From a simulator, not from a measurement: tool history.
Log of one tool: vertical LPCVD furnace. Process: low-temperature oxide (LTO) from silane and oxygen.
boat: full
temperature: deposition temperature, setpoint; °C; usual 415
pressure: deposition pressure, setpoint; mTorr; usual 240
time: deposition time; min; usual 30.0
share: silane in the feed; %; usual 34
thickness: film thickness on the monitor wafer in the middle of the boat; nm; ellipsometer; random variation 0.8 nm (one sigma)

| run | hour | temperature | pressure | time | share | read-back reference wafer on the same gauge, thickness | thickness |
|---|---|---|---|---|---|---|---|
| 1 | 0.0 | 419 | 240 | 30.0 | 34 | 322.98 | 315.80 |
| 2 | 125.2 | 419 | 240 | 30.0 | 34 | 323.06 | 317.44 |
| 3 | 167.5 | 415 | 240 | 30.0 | 34 | 322.95 | 305.02 |
| 4 | 211.6 | 415 | 240 | 30.0 | 34 | 322.93 | 303.10 |
| 5 | 239.2 | 415 | 240 | 30.0 | 34 | 323.06 | 303.83 |
| 6 | 302.8 | 411 | 240 | 30.0 | 34 | 322.68 | 290.39 |
| 7 | 369.5 | 415 | 240 | 30.0 | 34 | 323.06 | 303.87 |
| 8 | 422.7 | 415 | 195 | 30.0 | 34 | 322.83 | 242.81 |
| 9 | 492.1 | 415 | 195 | 30.0 | 34 | 323.13 | 243.29 |
|  | 554.2 | thermocouples replaced and temperature profile calibrated |
| 10 | 554.7 | 415 | 195 | 30.0 | 34 | 322.75 | 233.71 |
| 11 | 585.2 | 415 | 240 | 30.0 | 34 | 323.20 | 291.30 |
|  | 613.4 | pressure gauge zeroed |
| 12 | 613.9 | 415 | 240 | 26.5 | 34 | 322.74 | 274.16 |
| 13 | 638.9 | 415 | 205 | 30.0 | 34 | 323.12 | 264.73 |
| 14 | 680.5 | 423 | 290 | 30.0 | 34 | 322.99 | 407.83 |
| 15 | 736.9 | 415 | 240 | 30.0 | 34 | 323.05 | 310.39 |
| 16 | 763.2 | 408 | 240 | 21.0 | 34 | 323.08 | 200.81 |
| 17 | 820.0 | 415 | 240 | 30.0 | 34 | 322.90 | 309.08 |
| 18 | 882.9 | 410 | 290 | 20.0 | 32 | 323.12 | 216.43 |
|  | 886.5 | gauge calibrated |
|  | 910.4 | silane flow controller replaced |
| 19 | 910.9 | 409 | 240 | 30.0 | 34 | 323.01 | 289.34 |
| 20 | 947.3 | 405 | 240 | 27.0 | 34 | 323.02 | 249.03 |
| 21 | 1005.9 | 415 | 260 | 21.0 | 34 | 323.05 | 232.88 |
| 22 | 1039.3 | 415 | 185 | 30.0 | 41 | 323.08 | 300.24 |
| 23 | 1077.8 | 415 | 240 | 30.0 | 40 | 323.15 | 375.94 |
| 24 | 1124.8 | 415 | 265 | 30.0 | 34 | 323.04 | 341.42 |
| 25 | 1170.3 | 415 | 240 | 30.0 | 34 | 323.04 | 308.45 |

The tool's hidden state at each run:
deviation of the silane flow from its setpoint, %: 0 in every run
gauge reads high (%): 0 in every run
H1: true tube temperature minus thermocouple reading, K
H2: true pressure minus gauge reading, mTorr
| run | H1 | H2 |
|---|---|---|
| 1 | 3.1 | -10.4 |
| 2 | 3.28 | -10.8 |
| 3 | 3.35 | -10.9 |
| 4 | 3.41 | -11.1 |
| 5 | 3.46 | -11.1 |
| 6 | 3.56 | -11.4 |
| 7 | 3.67 | -11.6 |
| 8 | 3.75 | -11.7 |
| 9 | 3.87 | -12 |
| 10 | 0.0218 | -12.2 |
| 11 | 0.022 | -12.2 |
| 12 | 0.0226 | 2.8 |
| 13 | 0.0235 | 2.72 |
| 14 | 0.0256 | 2.58 |
| 15 | 0.0298 | 2.4 |
| 16 | 0.0323 | 2.32 |
| 17 | 0.0389 | 2.14 |
| 18 | 0.0479 | 1.94 |
| 19 | 0.0526 | 1.85 |
| 20 | 0.0592 | 1.74 |
| 21 | 0.0712 | 1.55 |
| 22 | 0.0787 | 1.44 |
| 23 | 0.0881 | 1.32 |
| 24 | 0.101 | 1.17 |
| 25 | 0.114 | 1.03 |
